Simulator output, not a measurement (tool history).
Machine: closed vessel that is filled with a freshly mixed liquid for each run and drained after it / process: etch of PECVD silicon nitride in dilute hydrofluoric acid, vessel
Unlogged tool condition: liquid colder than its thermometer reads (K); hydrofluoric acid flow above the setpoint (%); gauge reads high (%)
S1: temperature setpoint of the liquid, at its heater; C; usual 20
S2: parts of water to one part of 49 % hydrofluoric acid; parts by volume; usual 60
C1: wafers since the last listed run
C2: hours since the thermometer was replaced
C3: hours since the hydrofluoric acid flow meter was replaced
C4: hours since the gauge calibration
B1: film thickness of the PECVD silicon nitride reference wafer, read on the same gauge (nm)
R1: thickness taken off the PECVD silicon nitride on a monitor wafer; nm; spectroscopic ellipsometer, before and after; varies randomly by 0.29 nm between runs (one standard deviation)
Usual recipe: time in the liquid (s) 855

{"run": 1, "hour": 0.0, "S1": 20, "S2": 60, "time in the liquid (s)": 855, "C1": 0, "C2": 836.4, "C3": 70.5, "C4": 1090.4, "B1": 99.95, "R1": 39.61}
{"run": 2, "hour": 30.2, "S1": 20, "S2": 60, "time in the liquid (s)": 855, "C1": 1835, "C2": 866.6, "C3": 100.7, "C4": 1120.6, "B1": 100.04, "R1": 39.72}
{"run": 3, "hour": 44.7, "S1": 20, "S2": 60, "time in the liquid (s)": 855, "C1": 881, "C2": 881.1, "C3": 115.2, "C4": 1135.1, "B1": 100.05, "R1": 39.67}
{"run": 4, "hour": 63.6, "S1": 20, "S2": 60, "time in the liquid (s)": 855, "C1": 1148, "C2": 900, "C3": 134.1, "C4": 1154, "B1": 99.99, "R1": 39.49}
{"run": 5, "hour": 83.2, "S1": 20, "S2": 55, "time in the liquid (s)": 855, "C1": 1191, "C2": 919.6, "C3": 153.7, "C4": 1173.6, "B1": 100.01, "R1": 43.02}
{"hour": 111.7, "done": "thermometer replaced"}
{"run": 6, "hour": 112.5, "S1": 20, "S2": 60, "time in the liquid (s)": 855, "C1": 1720, "C2": 0.8, "C3": 183, "C4": 1202.9, "B1": 100.04, "R1": 42.73}
{"run": 7, "hour": 133.8, "S1": 20, "S2": 60, "time in the liquid (s)": 855, "C1": 1294, "C2": 22.1, "C3": 204.3, "C4": 1224.2, "B1": 99.97, "R1": 42.44}
{"hour": 139.0, "done": "gauge calibrated"}
{"run": 8, "hour": 147.7, "S1": 17, "S2": 60, "time in the liquid (s)": 1020, "C1": 844, "C2": 36, "C3": 218.2, "C4": 8.7, "B1": 100.03, "R1": 41.77}
{"run": 9, "hour": 175.6, "S1": 20, "S2": 50, "time in the liquid (s)": 1050, "C1": 1695, "C2": 63.9, "C3": 246.1, "C4": 36.6, "B1": 99.99, "R1": 62.91}
{"run": 10, "hour": 203.0, "S1": 17, "S2": 85, "time in the liquid (s)": 855, "C1": 1665, "C2": 91.3, "C3": 273.5, "C4": 64, "B1": 100.01, "R1": 24.79}
{"run": 11, "hour": 225.0, "S1": 17, "S2": 90, "time in the liquid (s)": 635, "C1": 1337, "C2": 113.3, "C3": 295.5, "C4": 86, "B1": 100.01, "R1": 17.32}
{"run": 12, "hour": 255.7, "S1": 20, "S2": 45, "time in the liquid (s)": 530, "C1": 1866, "C2": 144, "C3": 326.2, "C4": 116.7, "B1": 99.99, "R1": 35.18}
{"run": 13, "hour": 271.9, "S1": 18.5, "S2": 45, "time in the liquid (s)": 1350, "C1": 984, "C2": 160.2, "C3": 342.4, "C4": 132.9, "B1": 100, "R1": 80.07}
{"run": 14, "hour": 302.5, "S1": 22.5, "S2": 85, "time in the liquid (s)": 855, "C1": 1859, "C2": 190.8, "C3": 373, "C4": 163.5, "B1": 100.01, "R1": 36.13}
{"run": 15, "hour": 326.7, "S1": 25, "S2": 75, "time in the liquid (s)": 645, "C1": 1470, "C2": 215, "C3": 397.2, "C4": 187.7, "B1": 99.98, "R1": 36.43}
{"run": 16, "hour": 340.7, "S1": 24, "S2": 60, "time in the liquid (s)": 1290, "C1": 850, "C2": 229, "C3": 411.2, "C4": 201.7, "B1": 99.95, "R1": 84.95}
{"run": 17, "hour": 359.2, "S1": 22, "S2": 60, "time in the liquid (s)": 665, "C1": 1124, "C2": 247.5, "C3": 429.7, "C4": 220.2, "B1": 99.96, "R1": 37.57}
{"run": 18, "hour": 373.7, "S1": 18.5, "S2": 70, "time in the liquid (s)": 855, "C1": 881, "C2": 262, "C3": 444.2, "C4": 234.7, "B1": 99.99, "R1": 33.27}
{"run": 19, "hour": 403.5, "S1": 20, "S2": 60, "time in the liquid (s)": 1020, "C1": 1811, "C2": 291.8, "C3": 474, "C4": 264.5, "B1": 100, "R1": 50.65}
{"run": 20, "hour": 421.0, "S1": 17, "S2": 90, "time in the liquid (s)": 635, "C1": 1063, "C2": 309.3, "C3": 491.5, "C4": 282, "B1": 100, "R1": 17.37}
{"run": 21, "hour": 438.8, "S1": 20, "S2": 60, "time in the liquid (s)": 855, "C1": 1081, "C2": 327.1, "C3": 509.3, "C4": 299.8, "B1": 100.02, "R1": 42.42}
{"run": 22, "hour": 464.8, "S1": 20, "S2": 60, "time in the liquid (s)": 855, "C1": 1580, "C2": 353.1, "C3": 535.3, "C4": 325.8, "B1": 100, "R1": 42.6}
{"run": 23, "hour": 487.4, "S1": 20, "S2": 85, "time in the liquid (s)": 855, "C1": 1373, "C2": 375.7, "C3": 557.9, "C4": 348.4, "B1": 99.99, "R1": 29.95}
{"run": 24, "hour": 522.9, "S1": 17, "S2": 45, "time in the liquid (s)": 1300, "C1": 2157, "C2": 411.2, "C3": 593.4, "C4": 383.9, "B1": 100.01, "R1": 67.61}
{"run": 25, "hour": 546.0, "S1": 24.5, "S2": 50, "time in the liquid (s)": 550, "C1": 1404, "C2": 434.3, "C3": 616.5, "C4": 407, "B1": 100.04, "R1": 44.05}
{"run": 26, "hour": 584.9, "S1": 20, "S2": 60, "time in the liquid (s)": 855, "C1": 2364, "C2": 473.2, "C3": 655.4, "C4": 445.9, "B1": 100.01, "R1": 41.98}
{"run": 27, "hour": 610.5, "S1": 20, "S2": 60, "time in the liquid (s)": 565, "C1": 1556, "C2": 498.8, "C3": 681, "C4": 471.5, "B1": 100.02, "R1": 27.55}
{"run": 28, "hour": 629.4, "S1": 21.5, "S2": 60, "time in the liquid (s)": 715, "C1": 1148, "C2": 517.7, "C3": 699.9, "C4": 490.4, "B1": 100.02, "R1": 38.83}
{"run": 29, "hour": 653.6, "S1": 20, "S2": 60, "time in the liquid (s)": 855, "C1": 1470, "C2": 541.9, "C3": 724.1, "C4": 514.6, "B1": 100, "R1": 41.76}
{"run": 30, "hour": 666.7, "S1": 22.5, "S2": 60, "time in the liquid (s)": 855, "C1": 796, "C2": 555, "C3": 737.2, "C4": 527.7, "B1": 100.05, "R1": 49.69}
{"run": 31, "hour": 689.0, "S1": 21.5, "S2": 85, "time in the liquid (s)": 855, "C1": 1355, "C2": 577.3, "C3": 759.5, "C4": 550, "B1": 100.01, "R1": 32.81}

Some steps in R1 between neighbouring runs. How much of each would the tool show without its hidden state too (settings, what came in, random variation), and how much is left for the hidden state, with any gauge scatter that isn't in both results?
Run 5 -> 6: S2 55 -> 60, thermometer replaced. R1 -0.29 nm: hidden state +3.59, all else -3.88.
Run 9 -> 10: S1 20 -> 17, S2 50 -> 85, time in the liquid (s) 1050 -> 855. R1 -38.12 nm: hidden state -0.37, all else -37.75.
Run 12 -> 13: S1 20 -> 18.5, time in the liquid (s) 530 -> 1350. R1 +44.89 nm: hidden state +0.16, all else +44.73.
Run 15 -> 16: S1 25 -> 24, S2 75 -> 60, time in the liquid (s) 645 -> 1290. R1 +48.52 nm: hidden state +0.05, all else +48.47.
Run 16 -> 17: S1 24 -> 22, time in the liquid (s) 1290 -> 665. R1 -47.38 nm: hidden state -0.14, all else -47.24.
Run 23 -> 24: S1 20 -> 17, S2 85 -> 45, time in the liquid (s) 855 -> 1300. R1 +37.66 nm: hidden state -0.39, all else +38.05.
